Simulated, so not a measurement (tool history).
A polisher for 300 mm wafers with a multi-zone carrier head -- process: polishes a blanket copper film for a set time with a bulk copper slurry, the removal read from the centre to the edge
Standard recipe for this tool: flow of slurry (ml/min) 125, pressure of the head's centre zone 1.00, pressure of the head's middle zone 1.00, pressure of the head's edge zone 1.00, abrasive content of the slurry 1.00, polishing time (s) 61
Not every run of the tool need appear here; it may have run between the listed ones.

| run | hour | flow of slurry (ml/min) | pressure of the head's centre zone | pressure of the head's middle zone | pressure of the head's edge zone | abrasive content of the slurry | polishing time (s) | incoming thickness of the incoming film, nm | film removed at the wafer's centre (Å) | film removed at mid-radius (Å) | film removed at the wafer's edge (Å) |
|---|---|---|---|---|---|---|---|---|---|---|---|
| 1 | 0.0 | 135 | 1.00 | 1.00 | 1.00 | 1.00 | 61 | 3415.6 | 6484 | 6163 | 6428 |
| 2 | 7.0 | 135 | 1.00 | 1.00 | 1.00 | 1.00 | 61 | 3429.8 | 6149 | 6183 | 6300 |
| 3 | 16.2 | 135 | 1.00 | 1.00 | 1.00 | 1.00 | 61 | 3384.7 | 6205 | 6141 | 6221 |
| 4 | 29.8 | 125 | 1.00 | 1.00 | 1.00 | 1.00 | 61 | 3430.2 | 5850 | 5781 | 6045 |
| 5 | 40.6 | 125 | 1.00 | 1.00 | 1.00 | 1.00 | 61 | 3414.7 | 5711 | 5625 | 5943 |
|  | 54.2 | worn pad replaced by a new one |
| 6 | 54.7 | 125 | 0.98 | 1.00 | 1.00 | 1.00 | 61 | 3371.0 | 6302 | 6391 | 6665 |
|  | 57.5 | centre zone pressure recalibrated |
|  | 58.7 | edge zone pressure recalibrated |
| 7 | 59.2 | 125 | 1.00 | 0.97 | 1.00 | 1.00 | 61 | 3389.5 | 6207 | 6091 | 6416 |
|  | 70.9 | carrier head's membrane replaced by a new one |
| 8 | 71.4 | 125 | 1.00 | 1.06 | 1.00 | 1.25 | 61 | 3402.4 | 6103 | 6414 | 6520 |
| 9 | 83.5 | 125 | 1.00 | 1.12 | 1.00 | 1.00 | 73 | 3435.0 | 6985 | 7434 | 7259 |
|  | 98.1 | slurry nozzle cleaned |
| 10 | 101.4 | 125 | 1.06 | 1.00 | 1.00 | 1.00 | 75 | 3409.8 | 8570 | 7752 | 7838 |
| 11 | 113.3 | 125 | 1.00 | 1.00 | 1.00 | 1.00 | 61 | 3376.1 | 6303 | 6369 | 6268 |
|  | 132.3 | worn pad replaced by a new one |
| 12 | 132.8 | 105 | 1.00 | 1.00 | 1.00 | 1.00 | 61 | 3446.1 | 6728 | 6639 | 6771 |
| 13 | 134.9 | 150 | 0.90 | 0.94 | 1.08 | 1.00 | 61 | 3455.5 | 6457 | 6760 | 7327 |
| 14 | 147.8 | 165 | 1.11 | 0.97 | 1.00 | 1.25 | 61 | 3373.0 | 8110 | 6877 | 7112 |

Here are 5 independent what-if runs from the current tool condition. What would each one return?
| A | 148.3 | 125 | 1.00 | 1.00 | 0.90 | 1.00 | 61 | 3379.5 | ? | ? | ? |
| B | 148.3 | 125 | 1.00 | 1.00 | 1.00 | 0.80 | 40 | 3379.5 | ? | ? | ? |
| C | 148.3 | 160 | 1.00 | 1.00 | 1.00 | 0.70 | 61 | 3379.5 | ? | ? | ? |
| D | 148.3 | 85 | 1.00 | 0.94 | 1.11 | 1.00 | 78 | 3379.5 | ? | ? | ? |
| E | 148.3 | 125 | 1.00 | 1.00 | 1.00 | 1.25 | 72 | 3379.5 | ? | ? | ? |

| run | film removed at the wafer's centre (Å) | film removed at mid-radius (Å) | film removed at the wafer's edge (Å) |
|---|---|---|---|
| A | 6389 | 6346 | 6252 |
| B | 4035 | 4007 | 4122 |
| C | 6377 | 6286 | 6368 |
| D | 7342 | 7119 | 8228 |
| E | 7850 | 7795 | 8019 |
Stripped of hidden state, with their random variation kept, the same runs would have yielded:
| run | film removed at the wafer's centre (Å) | film removed at mid-radius (Å) | film removed at the wafer's edge (Å) |
|---|---|---|---|
| A | 7211 | 7110 | 6900 |
| B | 4554 | 4490 | 4549 |
| C | 7124 | 6984 | 6992 |
| D | 8446 | 8100 | 9155 |
| E | 8859 | 8734 | 8849 |

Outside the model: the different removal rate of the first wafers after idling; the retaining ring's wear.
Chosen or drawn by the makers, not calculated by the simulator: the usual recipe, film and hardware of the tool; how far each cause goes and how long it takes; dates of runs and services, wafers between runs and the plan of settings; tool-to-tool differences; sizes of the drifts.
